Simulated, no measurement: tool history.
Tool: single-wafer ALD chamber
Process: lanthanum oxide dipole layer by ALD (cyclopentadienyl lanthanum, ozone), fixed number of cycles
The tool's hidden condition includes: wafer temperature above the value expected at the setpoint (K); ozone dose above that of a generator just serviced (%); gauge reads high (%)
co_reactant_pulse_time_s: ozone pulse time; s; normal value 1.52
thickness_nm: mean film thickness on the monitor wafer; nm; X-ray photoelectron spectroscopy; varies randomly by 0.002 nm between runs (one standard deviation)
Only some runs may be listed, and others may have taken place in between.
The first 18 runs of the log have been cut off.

run	day	co_reactant_pulse_time_s	wafers since the last listed run	hours since the last thermocouple change	hours since the last ozone generator service	hours since the showerhead was replaced	hours since the gauge calibration	read-back reference wafer on the same gauge, thickness_nm	thickness_nm
19	41.279	1.68	610	2194.6	1053.4	426.3	924.0	0.577	0.556
20	42.438	1.00	599	2222.4	1081.2	454.1	951.8	0.576	0.525
21	45.133	0.98	1395	2287.1	1145.9	518.8	1016.5	0.576	0.520
# day 46.912: ozone generator serviced
22	47.558	1.52	1082	2345.3	15.5	577.0	1074.7	0.576	0.550
# day 50.150: thermocouple changed; heater temperature recalibrated
23	50.171	1.04	1179	0.5	78.2	639.7	1137.4	0.578	0.528
# day 50.412: gauge calibrated
24	51.683	0.94	783	36.8	114.5	676.0	30.5	0.577	0.517
25	53.458	1.52	918	79.4	157.1	718.6	73.1	0.576	0.557
26	54.967	1.52	780	115.6	193.3	754.8	109.3	0.577	0.547
27	57.096	1.32	1102	166.7	244.4	805.9	160.4	0.577	0.544
28	59.821	1.30	1410	232.1	309.8	871.3	225.8	0.577	0.547
29	62.308	1.80	1287	291.8	369.5	931.0	285.5	0.577	0.561
30	64.058	1.52	906	333.8	411.5	973.0	327.5	0.577	0.554

Alternative continuations, all from the tool just after run 30; predict every row:
A	64.075	1.52	8	334.2	411.9	973.4	327.9	?	?
B	64.075	1.05	8	334.2	411.9	973.4	327.9	?	?
C	64.075	1.31	8	334.2	411.9	973.4	327.9	?	?
D	64.075	1.20	8	334.2	411.9	973.4	327.9	?	?

run	read-back reference wafer on the same gauge, thickness_nm	thickness_nm
A	0.577	0.550
B	0.577	0.526
C	0.577	0.541
D	0.577	0.535
Had the tool no hidden state, the same runs would have come out as:
run	thickness_nm
A	0.550
B	0.526
C	0.541
D	0.535
